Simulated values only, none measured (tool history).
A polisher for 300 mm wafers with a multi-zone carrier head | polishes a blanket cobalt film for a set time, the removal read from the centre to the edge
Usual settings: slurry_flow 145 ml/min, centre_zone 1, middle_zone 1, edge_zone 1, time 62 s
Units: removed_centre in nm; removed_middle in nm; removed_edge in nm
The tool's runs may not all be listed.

run	day	slurry_flow	centre_zone	middle_zone	edge_zone	time	wafers since the last listed run	wafers polished on this pad	hours since the slurry nozzle was cleaned	hours since the centre zone pressure was calibrated	hours since the edge zone pressure was calibrated	hours since the carrier head's membrane was replaced	incoming thickness of the incoming film, nm	removed_centre	removed_middle	removed_edge
1	0	145	0.89	1.12	1	80	0	672	538.6	844.3	1206.7	4.9	806.1	313.1	337.5	305.9
2	0.396	145	1	1	1.06	62	132	805	548.1	853.8	1216.2	14.4	820.6	256.8	247.7	239.2
3	0.967	145	1	1	1	62	190	995	561.8	867.5	1229.9	28.1	814.2	262.3	244.4	237.4
4	1.442	100	1	0.91	1.05	49	158	1154	573.2	878.9	1241.3	39.5	823.7	184.3	165.5	179
5	2.083	145	1	0.94	1	62	214	1368	588.6	894.3	1256.7	54.9	813.8	258.8	241.8	234.8
# day 2.292: worn pad replaced by a new one
6	2.796	145	1	1.09	1.05	62	182	168	605.7	911.4	1273.8	72	828.7	258.3	257.4	240.7
7	3.138	95	0.9	1	1	62	114	282	613.9	919.6	1282	80.2	823.8	214.1	216.7	216.3
8	3.479	145	1	1	1	62	114	396	622.1	927.8	1290.2	88.4	819.7	260	247.5	238
9	3.921	165	0.9	1.03	1	62	147	544	632.7	938.4	1300.8	99	820.4	251.4	255.9	238.1
# day 4.317: slurry nozzle cleaned
10	4.621	145	1	1	1	47	219	763	7.3	955.2	1317.6	115.8	808.1	195.4	188.7	177.9
11	4.996	145	1	1.06	1	62	125	888	16.3	964.2	1326.6	124.8	820.6	263.3	255.1	232.1
# day 5.217: edge zone pressure recalibrated
12	5.729	145	1	1	1	62	216	1105	33.9	981.8	12.3	142.4	830.2	262.2	246	236.6
# day 6.488: centre zone pressure recalibrated
# day 6.492: worn pad replaced by a new one
13	6.508	145	1	1	1.1	46	231	6	52.6	0.5	31	161.1	813.1	182	182	181.4
14	6.8	145	1	1	1	47	97	103	59.6	7.5	38	168.1	813.1	187	185.5	177.5
15	7.054	145	1	1	1	62	84	188	65.7	13.6	44.1	174.2	814.5	246.7	243.8	235
16	7.567	145	0.93	1	1	83	171	359	78	25.9	56.4	186.5	831.8	315.1	322.8	317.4
17	7.917	185	1	1	1.05	62	116	476	86.4	34.3	64.8	194.9	814.4	259.4	256.6	245.6
18	8.533	185	1.09	1.04	1	74	205	681	101.2	49.1	79.6	209.7	829.3	330.4	308.6	290.1
19	9.025	145	1.08	1	1.05	62	164	845	113	60.9	91.4	221.5	812.8	260.4	246.8	240.5
20	9.538	145	1	0.94	1	62	171	1016	125.3	73.2	103.7	233.8	816.6	247.3	238.6	234.8
21	9.85	145	1	1	0.97	45	104	1121	132.8	80.7	111.2	241.3	807.8	183.1	181.2	170.1
# day 10.092: worn pad replaced by a new one
22	10.304	105	1	1	1	62	95	71	143.7	91.6	122.1	252.2	824.9	229	228.6	222.5
23	10.654	120	1	1.11	0.94	62	116	187	152.1	100	130.5	260.6	838.2	239.5	256.8	228.6

How the hidden state differs across the entries between the runs, from the last listed run before each to the first after it:
Between runs 5 and 6: worn pad replaced by a new one (day 2.292)
  deviation of the centre zone's pressure from its setpoint, %: 9.62 -> 9.66
  measured less the result without the state, removed_centre: +14.9 -> +14.9 nm
Between runs 9 and 10: slurry nozzle cleaned (day 4.317)
  deviation of the centre zone's pressure from its setpoint, %: 9.74 -> 9.78
  measured less the result without the state, removed_centre: +14.6 -> +11.4 nm
Between runs 11 and 12: edge zone pressure recalibrated (day 5.217)
  deviation of the centre zone's pressure from its setpoint, %: 9.8 -> 9.84
  measured less the result without the state, removed_centre: +15.3 -> +15.4 nm
Between runs 12 and 13: centre zone pressure recalibrated (day 6.488); worn pad replaced by a new one (day 6.492)
  deviation of the centre zone's pressure from its setpoint, %: 9.84 -> -0.182
  measured less the result without the state, removed_centre: +15.4 -> -0.2 nm
Between runs 21 and 22: worn pad replaced by a new one (day 10.092)
  deviation of the centre zone's pressure from its setpoint, %: 2.33 -> 2.63
  measured less the result without the state, removed_centre: +2.6 -> +3.7 nm
